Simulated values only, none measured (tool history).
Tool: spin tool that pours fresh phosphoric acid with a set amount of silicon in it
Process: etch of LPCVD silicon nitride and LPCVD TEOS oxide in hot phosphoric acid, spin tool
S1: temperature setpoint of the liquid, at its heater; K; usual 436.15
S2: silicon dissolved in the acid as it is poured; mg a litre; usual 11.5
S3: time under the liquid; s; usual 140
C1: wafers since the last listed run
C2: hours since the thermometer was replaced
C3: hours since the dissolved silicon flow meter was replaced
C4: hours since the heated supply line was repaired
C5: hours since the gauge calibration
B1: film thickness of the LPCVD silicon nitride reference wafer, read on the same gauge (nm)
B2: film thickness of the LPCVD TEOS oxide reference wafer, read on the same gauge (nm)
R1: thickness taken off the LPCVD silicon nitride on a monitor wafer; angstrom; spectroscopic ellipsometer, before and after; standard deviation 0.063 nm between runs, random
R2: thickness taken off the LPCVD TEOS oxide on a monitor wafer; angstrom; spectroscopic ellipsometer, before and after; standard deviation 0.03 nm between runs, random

| run | hour | S1 | S2 | S3 | C1 | C2 | C3 | C4 | C5 | B1 | B2 | R1 | R2 |
|---|---|---|---|---|---|---|---|---|---|---|---|---|---|
| 1 | 0.0 | 436.15 | 17.0 | 85 | 0 | 1853.3 | 1901.9 | 2911.1 | 1997.8 | 150.00 | 29.998 | 74.5 | 3.17 |
| 2 | 88.6 | 436.15 | 17.0 | 85 | 642 | 1941.9 | 1990.5 | 2999.7 | 2086.4 | 149.99 | 30.013 | 75.1 | 3.32 |
| 3 | 185.0 | 436.15 | 11.5 | 140 | 699 | 2038.3 | 2086.9 | 3096.1 | 2182.8 | 149.99 | 29.966 | 124.4 | 6.72 |
|  | 246.4 | thermometer replaced |
| 4 | 280.1 | 436.15 | 11.5 | 140 | 682 | 33.7 | 2182.0 | 3191.2 | 2277.9 | 150.01 | 30.009 | 118.6 | 5.50 |
| 5 | 363.5 | 436.15 | 11.5 | 140 | 605 | 117.1 | 2265.4 | 3274.6 | 2361.3 | 150.00 | 29.985 | 118.5 | 5.78 |
|  | 406.6 | dissolved silicon flow meter replaced |
| 6 | 462.0 | 434.15 | 11.5 | 115 | 707 | 215.6 | 55.4 | 3373.1 | 2459.8 | 150.02 | 30.007 | 91.3 | 4.07 |
| 7 | 541.9 | 435.15 | 7.5 | 75 | 579 | 295.5 | 135.3 | 3453.0 | 2539.7 | 150.02 | 29.996 | 62.1 | 3.31 |
|  | 561.0 | gauge calibrated |
| 8 | 610.4 | 436.15 | 17.0 | 85 | 497 | 364.0 | 203.8 | 3521.5 | 49.4 | 149.99 | 29.991 | 71.9 | 2.81 |
| 9 | 680.8 | 435.15 | 18.0 | 65 | 510 | 434.4 | 274.2 | 3591.9 | 119.8 | 150.00 | 29.993 | 53.7 | 1.94 |
| 10 | 774.0 | 436.15 | 11.5 | 140 | 676 | 527.6 | 367.4 | 3685.1 | 213.0 | 150.00 | 30.023 | 120.6 | 6.10 |
| 11 | 842.5 | 435.15 | 11.5 | 170 | 497 | 596.1 | 435.9 | 3753.6 | 281.5 | 150.01 | 29.990 | 143.1 | 6.26 |
| 12 | 904.8 | 436.15 | 11.5 | 140 | 452 | 658.4 | 498.2 | 3815.9 | 343.8 | 150.00 | 30.026 | 120.0 | 5.58 |
| 13 | 987.7 | 434.65 | 18.0 | 185 | 601 | 741.3 | 581.1 | 3898.8 | 426.7 | 150.00 | 30.014 | 151.1 | 6.48 |
|  | 993.1 | heated supply line repaired |
| 14 | 1029.5 | 436.15 | 11.5 | 140 | 296 | 783.1 | 622.9 | 36.4 | 468.5 | 150.00 | 29.966 | 121.1 | 6.31 |
| 15 | 1124.0 | 436.15 | 17.0 | 85 | 685 | 877.6 | 717.4 | 130.9 | 563.0 | 149.99 | 30.004 | 72.9 | 2.90 |
| 16 | 1194.0 | 434.65 | 18.0 | 165 | 507 | 947.6 | 787.4 | 200.9 | 633.0 | 150.00 | 29.979 | 136.1 | 4.76 |
| 17 | 1250.5 | 436.15 | 11.5 | 140 | 409 | 1004.1 | 843.9 | 257.4 | 689.5 | 150.00 | 30.003 | 121.5 | 5.56 |
| 18 | 1293.8 | 433.65 | 19.5 | 140 | 314 | 1047.4 | 887.2 | 300.7 | 732.8 | 149.98 | 30.008 | 111.6 | 3.98 |
| 19 | 1351.7 | 434.15 | 11.5 | 110 | 420 | 1105.3 | 945.1 | 358.6 | 790.7 | 150.00 | 29.983 | 89.4 | 4.13 |
| 20 | 1435.9 | 438.15 | 8.0 | 140 | 610 | 1189.5 | 1029.3 | 442.8 | 874.9 | 150.00 | 30.011 | 130.6 | 7.33 |
| 21 | 1526.0 | 436.15 | 11.5 | 140 | 653 | 1279.6 | 1119.4 | 532.9 | 965.0 | 150.00 | 29.989 | 122.3 | 5.50 |
| 22 | 1570.8 | 436.15 | 18.5 | 140 | 325 | 1324.4 | 1164.2 | 577.7 | 1009.8 | 150.00 | 29.959 | 122.0 | 5.02 |

Results for each run, recomputed without the tool's hidden state and with each run's random variation untouched:
Hidden state at play: liquid hotter than its thermometer reads (K); dissolved silicon flow below the setpoint (%); temperature lost on the way to the wafer (K); gauge reads high (%).
| run | R1 | R2 |
|---|---|---|
| 1 | 70.7 | 2.83 |
| 2 | 71.1 | 2.94 |
| 3 | 117.5 | 5.92 |
| 4 | 117.3 | 5.37 |
| 5 | 117.0 | 5.61 |
| 6 | 89.9 | 3.92 |
| 7 | 61.0 | 3.18 |
| 8 | 70.5 | 2.69 |
| 9 | 52.6 | 1.85 |
| 10 | 117.7 | 5.79 |
| 11 | 139.4 | 5.91 |
| 12 | 116.7 | 5.25 |
| 13 | 146.6 | 6.06 |
| 14 | 117.4 | 5.89 |
| 15 | 70.5 | 2.69 |
| 16 | 131.3 | 4.40 |
| 17 | 117.1 | 5.12 |
| 18 | 107.4 | 3.65 |
| 19 | 85.9 | 3.78 |
| 20 | 125.2 | 6.69 |
| 21 | 117.0 | 4.98 |
| 22 | 116.6 | 4.54 |

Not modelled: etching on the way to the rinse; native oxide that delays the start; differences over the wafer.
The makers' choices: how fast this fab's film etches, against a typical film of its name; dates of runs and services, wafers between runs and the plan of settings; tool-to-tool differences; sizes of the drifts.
